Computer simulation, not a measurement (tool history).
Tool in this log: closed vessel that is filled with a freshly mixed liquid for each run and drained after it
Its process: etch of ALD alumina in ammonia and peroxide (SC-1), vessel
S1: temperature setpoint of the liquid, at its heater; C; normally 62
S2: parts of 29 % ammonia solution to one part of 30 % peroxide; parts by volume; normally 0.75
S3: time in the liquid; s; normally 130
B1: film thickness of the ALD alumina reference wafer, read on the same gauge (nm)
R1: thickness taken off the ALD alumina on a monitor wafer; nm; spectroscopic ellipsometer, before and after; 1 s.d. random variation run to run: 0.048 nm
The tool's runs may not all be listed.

run,hour,S1,S2,S3,B1,R1
1,0,62,0.75,190,130.01,29.33
2,39.7,62,0.75,190,130.03,29.22
3,76.6,58.5,0.75,130,130,16.81
4,277.2,58.5,0.75,130,130.01,16.77
5,334.2,58.5,0.75,130,129.99,16.77
6,370.8,65.5,0.75,175,129.99,32.27
7,467.8,65.5,0.75,175,130.01,32.13
8,562,65.5,0.75,175,129.98,32.06
9,630.5,62,0.75,190,129.99,29.24
10,711.7,62,1.15,130,129.99,20.9
11,786.8,65.5,0.75,175,130.01,32.14
12,832.6,54.5,0.95,170,129.99,18.18
13,911.4,67.5,0.75,65,130.04,13.33
14,1009.7,70,1.05,80,130,18.56
15,1092,62,0.9,65,129.97,9.98
16,1186.4,58,1.1,130,130.01,16.6
17,1224,62,0.75,130,130.01,19.67

Removed from this log: 5 entries logged between the listed runs. Between which two listed runs does each belong, and how does the tool's hidden state at the listed run before it compare with that at the listed run after it?
After run 3, before run 4: gauge calibrated (hour 239.5)
  liquid hotter than its thermometer reads (K): 0.413 -> 0.456; ammonia solution weaker than its label (%): 3.95 -> 6.73
  measured value less the no-hidden-state value, R1: +0.29 -> +0.28 nm
After run 6, before run 7: ammonia flow meter replaced (hour 384.2)
  liquid hotter than its thermometer reads (K): 0.476 -> 0.496; ammonia solution weaker than its label (%): 8.03 -> 9.37
  measured value less the no-hidden-state value, R1: +0.51 -> +0.49 nm
After run 12, before run 13: new drum of ammonia solution connected (hour 842.1); gauge calibrated (hour 899.2)
  liquid hotter than its thermometer reads (K): 0.573 -> 0.59; ammonia solution weaker than its label (%): 14.4 -> 3.12
  measured value less the no-hidden-state value, R1: +0.28 -> +0.34 nm
After run 13, before run 14: thermometer replaced (hour 963.9)
  liquid hotter than its thermometer reads (K): 0.59 -> 0.0211; ammonia solution weaker than its label (%): 3.12 -> 4.49
  measured value less the no-hidden-state value, R1: +0.34 -> -0.06 nm
